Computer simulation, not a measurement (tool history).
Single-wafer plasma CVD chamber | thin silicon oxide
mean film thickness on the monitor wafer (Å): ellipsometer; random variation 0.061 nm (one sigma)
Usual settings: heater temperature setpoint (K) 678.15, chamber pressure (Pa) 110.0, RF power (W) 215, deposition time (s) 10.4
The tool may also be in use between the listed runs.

run,hour,heater temperature setpoint (K),chamber pressure (Pa),RF power (W),deposition time (s),wafers since the last listed run,hours since the last thermocouple change,hours since the last RF generator calibration,hours since the last manometer calibration,hours since the showerhead was replaced,hours since the gauge calibration,"read-back reference wafer on the same gauge, thickness_nm",mean film thickness on the monitor wafer (Å)
1,0.0,678.15,110.0,215,9.6,0,2019.6,328.7,1257.6,2789.4,890.4,16.709,164.23
2,53.0,678.15,110.0,215,9.6,1842,2072.6,381.7,1310.6,2842.4,943.4,16.710,163.97
3,108.8,678.15,110.0,215,10.4,1939,2128.4,437.5,1366.4,2898.2,999.2,16.702,177.63
4,192.6,678.15,110.0,215,10.4,2912,2212.2,521.3,1450.2,2982.0,1083.0,16.689,177.56
5,269.6,678.15,110.0,215,10.4,2676,2289.2,598.3,1527.2,3059.0,1160.0,16.701,177.59
6,589.5,678.15,110.0,215,10.4,11120,2609.1,918.2,1847.1,3378.9,1479.9,16.686,176.74
7,665.6,678.15,110.0,215,10.4,2645,2685.2,994.3,1923.2,3455.0,1556.0,16.723,177.28
# hour 701.3: thermocouple changed; heater temperature recalibrated
8,757.9,678.15,110.0,215,10.4,2930,56.6,1086.6,2015.5,3547.3,1648.3,16.676,177.46
9,832.5,678.15,110.0,215,10.4,2593,131.2,1161.2,2090.1,3621.9,1722.9,16.724,177.39
10,883.0,678.15,110.0,215,10.4,1755,181.7,1211.7,2140.6,3672.4,1773.4,16.714,177.87
11,945.1,678.15,110.0,215,10.4,2158,243.8,1273.8,2202.7,3734.5,1835.5,16.696,177.37
12,1016.2,678.15,110.0,215,10.4,2471,314.9,1344.9,2273.8,3805.6,1906.6,16.711,177.96
# hour 1066.1: capacitance manometer re-zeroed and calibrated
# hour 1169.0: RF generator calibrated
13,1238.7,666.15,110.0,215,10.4,7178,537.4,69.7,172.6,4028.1,2129.1,16.710,179.39
14,1300.6,666.15,110.0,215,10.4,2151,599.3,131.6,234.5,4090.0,2191.0,16.692,179.44
# hour 1330.2: gauge calibrated
15,1346.7,672.15,110.0,215,10.4,1602,645.4,177.7,280.6,4136.1,16.5,16.678,177.94
16,1395.9,666.15,110.0,215,10.4,1710,694.6,226.9,329.8,4185.3,65.7,16.685,178.69
# hour 1466.1: showerhead replaced
17,1486.0,678.15,124.5,255,11.8,2853,784.7,317.0,419.9,19.9,155.8,16.712,237.11
18,1592.7,667.15,133.9,185,12.0,3709,891.4,423.7,526.6,126.6,262.5,16.692,215.03
19,1630.0,678.15,110.0,215,10.4,1296,928.7,461.0,563.9,163.9,299.8,16.682,178.37
20,1696.7,690.15,110.0,215,10.4,2318,995.4,527.7,630.6,230.6,366.5,16.707,176.05
21,1755.6,689.15,110.0,215,10.4,2047,1054.3,586.6,689.5,289.5,425.4,16.675,176.75
22,1791.8,678.15,110.0,215,8.6,1258,1090.5,622.8,725.7,325.7,461.6,16.682,147.53
23,1886.0,678.15,92.5,200,9.4,3274,1184.7,717.0,819.9,419.9,555.8,16.684,136.95
24,1947.4,678.15,130.5,215,8.8,2134,1246.1,778.4,881.3,481.3,617.2,16.719,168.25
25,1989.7,670.15,110.0,215,11.4,1470,1288.4,820.7,923.6,523.6,659.5,16.706,195.40
26,2076.4,691.15,122.5,240,10.4,3013,1375.1,907.4,1010.3,610.3,746.2,16.697,199.57
27,2162.2,666.15,110.0,215,10.4,2982,1460.9,993.2,1096.1,696.1,832.0,16.710,179.30
28,2266.6,678.15,110.0,250,10.4,3629,1565.3,1097.6,1200.5,800.5,936.4,16.695,193.22

Forecast each of these 4 alternatives for the next run:
A,2267.0,678.15,110.0,215,9.0,13,1565.7,1098.0,1200.9,800.9,936.8,?,?
B,2267.0,685.15,110.0,245,9.5,13,1565.7,1098.0,1200.9,800.9,936.8,?,?
C,2267.0,678.15,95.5,215,10.4,13,1565.7,1098.0,1200.9,800.9,936.8,?,?
D,2267.0,692.15,121.6,230,11.1,13,1565.7,1098.0,1200.9,800.9,936.8,?,?

run,"read-back reference wafer on the same gauge, thickness_nm",mean film thickness on the monitor wafer (Å)
A,16.692,154.46
B,16.692,173.78
C,16.692,162.14
D,16.692,208.02
Without the tool's hidden state the same runs would have given:
run,mean film thickness on the monitor wafer (Å)
A,154.46
B,173.78
C,162.14
D,208.02
